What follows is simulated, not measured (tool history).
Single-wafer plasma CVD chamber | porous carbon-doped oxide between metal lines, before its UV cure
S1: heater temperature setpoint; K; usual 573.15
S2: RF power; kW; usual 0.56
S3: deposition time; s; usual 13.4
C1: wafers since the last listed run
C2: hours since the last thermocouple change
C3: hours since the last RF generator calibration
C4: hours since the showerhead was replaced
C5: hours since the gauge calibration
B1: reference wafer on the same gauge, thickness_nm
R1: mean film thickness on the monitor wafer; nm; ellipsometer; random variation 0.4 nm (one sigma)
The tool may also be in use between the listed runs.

run	hour	S1	S2	S3	C1	C2	C3	C4	C5	B1	R1
1	0	573.15	0.56	13.4	0	2837.1	2035.6	3379.2	460.9	90.762	74.983
2	71.8	573.15	0.56	12.8	3185	2908.9	2107.4	3451	532.7	90.806	71.87
3	119.5	573.15	0.56	13.4	2116	2956.6	2155.1	3498.7	580.4	90.768	74.469
4	174.7	573.15	0.56	13.4	2449	3011.8	2210.3	3553.9	635.6	90.767	74.143
5	227.2	573.15	0.56	13.4	2329	3064.3	2262.8	3606.4	688.1	90.755	74.756
6	297.7	584.15	0.635	13.4	3128	3134.8	2333.3	3676.9	758.6	90.82	79.533
7	382.2	584.15	0.635	13.4	3749	3219.3	2417.8	3761.4	843.1	90.804	79.876
8	429.5	573.15	0.56	13.4	2098	3266.6	2465.1	3808.7	890.4	90.848	74.783
# hour 441.4: thermocouple changed; heater temperature recalibrated
9	468.9	580.15	0.56	14.7	1393	27.5	2504.5	3848.1	929.8	90.752	79.034
10	559.4	580.15	0.56	14.7	4015	118	2595	3938.6	1020.3	90.784	78.697
11	619.4	573.15	0.56	13.4	2662	178	2655	3998.6	1080.3	90.737	75.075
12	661.9	573.15	0.49	14.5	1885	220.5	2697.5	4041.1	1122.8	90.89	68.952
13	710.1	584.15	0.56	14.7	2138	268.7	2745.7	4089.3	1171	90.76	77.623
# hour 729.3: RF generator calibrated
14	799.8	573.15	0.56	13.4	3624	358.4	70.5	4179	1260.7	90.783	70.553
15	862.1	579.15	0.51	13.4	2764	420.7	132.8	4241.3	1323	90.77	61.679
# hour 873.8: showerhead replaced
16	924.4	588.15	0.485	13.4	2409	483	195.1	50.6	1385.3	90.73	54.923
# hour 956.5: RF generator calibrated, repeated, since the last time left the tool worse
17	1022.7	573.15	0.56	13.4	4006	581.3	66.2	148.9	1483.6	90.747	77.726
# hour 1051.6: gauge calibrated
18	1123	584.15	0.635	13.4	4450	681.6	166.5	249.2	71.4	90.842	82.595
19	1235.6	568.15	0.45	11.8	4995	794.2	279.1	361.8	184	90.833	54.144
20	1321.7	583.15	0.655	14.5	3820	880.3	365.2	447.9	270.1	90.819	90.774
21	1377.6	573.15	0.56	12.7	2480	936.2	421.1	503.8	326	90.831	72.629
22	1423	573.15	0.51	13.4	2014	981.6	466.5	549.2	371.4	90.78	69.841

4 ways to go on from here, each from the tool as it stands after run 22. What would each give?
A	1423.4	568.15	0.56	13.4	17	982	466.9	549.6	371.8	?	?
B	1423.4	573.15	0.6	16	17	982	466.9	549.6	371.8	?	?
C	1423.4	573.15	0.595	13.4	17	982	466.9	549.6	371.8	?	?
D	1423.4	585.15	0.56	13.4	17	982	466.9	549.6	371.8	?	?

run	B1	R1
A	90.813	78.22
B	90.813	96.637
C	90.813	80.809
D	90.813	71.934
Without the tool's hidden state the same runs would have given:
run	R1
A	80.52
B	99.443
C	83.155
D	74.049

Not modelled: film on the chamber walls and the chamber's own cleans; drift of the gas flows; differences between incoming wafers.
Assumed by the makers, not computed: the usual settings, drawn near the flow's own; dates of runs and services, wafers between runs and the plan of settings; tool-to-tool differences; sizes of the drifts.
